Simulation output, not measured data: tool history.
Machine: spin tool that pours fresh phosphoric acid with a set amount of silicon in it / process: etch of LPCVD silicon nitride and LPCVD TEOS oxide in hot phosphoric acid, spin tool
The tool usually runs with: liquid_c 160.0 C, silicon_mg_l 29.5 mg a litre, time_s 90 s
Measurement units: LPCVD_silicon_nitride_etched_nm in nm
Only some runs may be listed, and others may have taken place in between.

run   hour  liquid_c  silicon_mg_l  time_s  read-back film thickness of the LPCVD silicon nitride reference wafer, read on the same gauge (nm)  LPCVD_silicon_nitride_etched_nm
  1    0.0     160.0          29.5      90                                                                                              130.01                             6.73
  2    8.2     160.0          29.5      90                                                                                              129.99                             6.66
  3   23.1     158.0          29.5      90                                                                                              130.01                             6.13
  4   33.9     160.0          29.5      90                                                                                              130.00                             6.64
  5   43.1     160.0          29.5      90                                                                                              130.00                             6.70
  6   56.3     160.0          29.5      90                                                                                              130.02                             6.66
  7   62.4     160.0          29.5      90                                                                                              130.01                             6.63
  8   68.6     160.0          29.5      90                                                                                              129.99                             6.65
  9   78.6     160.0          29.5      90                                                                                              129.99                             6.64
 10   92.3     160.0          29.5      90                                                                                              129.99                             6.63
 11   99.3     160.0          29.5      90                                                                                              130.00                             6.59
     102.1  -- heated supply line repaired
     105.3  -- thermometer replaced
 12  105.8     161.5          29.5      55                                                                                              130.02                             4.74
     115.1  -- gauge calibrated
 13  117.6     160.0          29.5     130                                                                                              130.00                            10.68
 14  133.4     158.0          44.0      45                                                                                              130.00                             3.45
 15  145.4     160.0          29.5      90                                                                                              130.02                             7.35
 16  161.7     158.5          48.5      90                                                                                              130.01                             7.00
     166.9  -- dissolved silicon flow meter replaced
 17  178.1     157.5          40.5      75                                                                                              130.01                             5.63
 18  187.1     161.0          17.5      90                                                                                              129.98                             7.57
 19  203.3     160.0          29.5      90                                                                                              130.01                             7.30
 20  216.8     162.0          29.5      90                                                                                              130.00                             7.88

Below, some changes in LPCVD_silicon_nitride_etched_nm between adjacent runs. For each, the amount present without the hidden state too (settings, incoming material, random variation) and the amount remaining for the hidden state with gauge scatter not shared by both compared results:
Hidden conditions of the tool in this case: liquid hotter than its thermometer reads (K); dissolved silicon flow below the setpoint (%); temperature lost on the way to the wafer (K); gauge reads high (%).
Run 11 -> 12: liquid_c 160.0 -> 161.5, time_s 90 -> 55, heated supply line repaired, thermometer replaced. LPCVD_silicon_nitride_etched_nm -1.85 nm: hidden state +0.89, all else -2.74.
Run 12 -> 13: liquid_c 161.5 -> 160.0, time_s 55 -> 130, gauge calibrated. LPCVD_silicon_nitride_etched_nm +5.94 nm: hidden state -0.28, all else +6.22.
Run 13 -> 14: liquid_c 160.0 -> 158.0, silicon_mg_l 29.5 -> 44.0, time_s 130 -> 45. LPCVD_silicon_nitride_etched_nm -7.23 nm: hidden state +0.33, all else -7.56.

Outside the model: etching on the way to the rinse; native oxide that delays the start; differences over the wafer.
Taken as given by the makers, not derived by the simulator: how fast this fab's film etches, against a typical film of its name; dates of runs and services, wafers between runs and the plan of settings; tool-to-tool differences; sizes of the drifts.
